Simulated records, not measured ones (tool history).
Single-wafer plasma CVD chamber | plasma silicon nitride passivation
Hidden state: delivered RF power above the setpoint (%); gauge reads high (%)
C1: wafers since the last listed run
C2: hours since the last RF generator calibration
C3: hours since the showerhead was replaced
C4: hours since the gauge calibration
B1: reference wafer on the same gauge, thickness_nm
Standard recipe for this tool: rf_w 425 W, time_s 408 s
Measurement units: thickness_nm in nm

run 1 day=0.000 | rf_w=365 time_s=408 | C1=0 C2=881.6 C3=2622.6 C4=749.0 | B1=719.002 | thickness_nm=593.249
run 2 day=2.429 | rf_w=365 time_s=408 | C1=334 C2=939.9 C3=2680.9 C4=807.3 | B1=718.917 | thickness_nm=597.774
run 3 day=5.171 | rf_w=450 time_s=351 | C1=377 C2=1005.7 C3=2746.7 C4=873.1 | B1=719.354 | thickness_nm=534.917
run 4 day=6.938 | rf_w=450 time_s=351 | C1=242 C2=1048.1 C3=2789.1 C4=915.5 | B1=718.801 | thickness_nm=533.702
run 5 day=8.012 | rf_w=450 time_s=351 | C1=147 C2=1073.9 C3=2814.9 C4=941.3 | B1=719.449 | thickness_nm=530.243
run 6 day=11.012 | rf_w=425 time_s=408 | C1=412 C2=1145.9 C3=2886.9 C4=1013.3 | B1=719.396 | thickness_nm=609.355
run 7 day=13.654 | rf_w=425 time_s=408 | C1=363 C2=1209.3 C3=2950.3 C4=1076.7 | B1=718.757 | thickness_nm=608.311
run 8 day=16.096 | rf_w=425 time_s=408 | C1=335 C2=1267.9 C3=3008.9 C4=1135.3 | B1=718.597 | thickness_nm=610.513
-- day=17.471 RF generator calibrated
run 9 day=17.921 | rf_w=445 time_s=452 | C1=205 C2=10.8 C3=3052.7 C4=1179.1 | B1=719.183 | thickness_nm=689.447
run 10 day=19.592 | rf_w=425 time_s=364 | C1=229 C2=50.9 C3=3092.8 C4=1219.2 | B1=718.517 | thickness_nm=550.428
run 11 day=21.254 | rf_w=425 time_s=464 | C1=228 C2=90.8 C3=3132.7 C4=1259.1 | B1=718.773 | thickness_nm=700.571
-- day=22.950 gauge calibrated
run 12 day=24.212 | rf_w=425 time_s=464 | C1=406 C2=161.8 C3=3203.7 C4=30.3 | B1=718.899 | thickness_nm=701.063
run 13 day=25.954 | rf_w=425 time_s=464 | C1=239 C2=203.6 C3=3245.5 C4=72.1 | B1=718.703 | thickness_nm=701.143
run 14 day=27.942 | rf_w=385 time_s=339 | C1=273 C2=251.3 C3=3293.2 C4=119.8 | B1=718.851 | thickness_nm=503.177
-- day=31.942 showerhead replaced
run 15 day=34.954 | rf_w=475 time_s=430 | C1=918 C2=419.6 C3=72.3 C4=288.1 | B1=717.928 | thickness_nm=662.483
run 16 day=36.875 | rf_w=395 time_s=348 | C1=264 C2=465.7 C3=118.4 C4=334.2 | B1=718.536 | thickness_nm=516.494
run 17 day=39.071 | rf_w=425 time_s=408 | C1=301 C2=518.4 C3=171.1 C4=386.9 | B1=718.403 | thickness_nm=614.178
run 18 day=41.754 | rf_w=385 time_s=339 | C1=369 C2=582.8 C3=235.5 C4=451.3 | B1=718.866 | thickness_nm=501.306
run 19 day=44.488 | rf_w=400 time_s=444 | C1=375 C2=648.4 C3=301.1 C4=516.9 | B1=719.196 | thickness_nm=661.478
run 20 day=46.596 | rf_w=425 time_s=408 | C1=289 C2=699.0 C3=351.7 C4=567.5 | B1=719.679 | thickness_nm=613.180
run 21 day=50.117 | rf_w=425 time_s=408 | C1=484 C2=783.5 C3=436.2 C4=652.0 | B1=718.228 | thickness_nm=614.744
run 22 day=51.754 | rf_w=340 time_s=408 | C1=225 C2=822.8 C3=475.5 C4=691.3 | B1=719.088 | thickness_nm=588.661
run 23 day=53.871 | rf_w=425 time_s=479 | C1=291 C2=873.6 C3=526.3 C4=742.1 | B1=718.523 | thickness_nm=718.491
run 24 day=55.608 | rf_w=470 time_s=408 | C1=238 C2=915.3 C3=568.0 C4=783.8 | B1=717.951 | thickness_nm=628.601
run 25 day=56.804 | rf_w=505 time_s=356 | C1=164 C2=944.0 C3=596.7 C4=812.5 | B1=718.773 | thickness_nm=552.241
run 26 day=58.196 | rf_w=425 time_s=408 | C1=191 C2=977.4 C3=630.1 C4=845.9 | B1=718.815 | thickness_nm=608.734

Table of differences, measured result less the result of that run with no hidden state. Run-to-run variation is the same in both. Gauge scatter possibly is not:
run=1 thickness_nm=-4.526
run=2 thickness_nm=-5.089
run=3 thickness_nm=-5.127
run=4 thickness_nm=-5.506
run=5 thickness_nm=-5.715
run=6 thickness_nm=-7.390
run=7 thickness_nm=-8.150
run=8 thickness_nm=-8.936
run=9 thickness_nm=-2.765
run=10 thickness_nm=-2.219
run=11 thickness_nm=-2.856
run=12 thickness_nm=-2.961
run=13 thickness_nm=-3.049
run=14 thickness_nm=-2.278
run=15 thickness_nm=-3.614
run=16 thickness_nm=-2.992
run=17 thickness_nm=-3.820
run=18 thickness_nm=-3.412
run=19 thickness_nm=-4.945
run=20 thickness_nm=-4.932
run=21 thickness_nm=-5.588
run=22 thickness_nm=-5.662
run=23 thickness_nm=-7.430
run=24 thickness_nm=-6.895
run=25 thickness_nm=-6.307
run=26 thickness_nm=-7.282
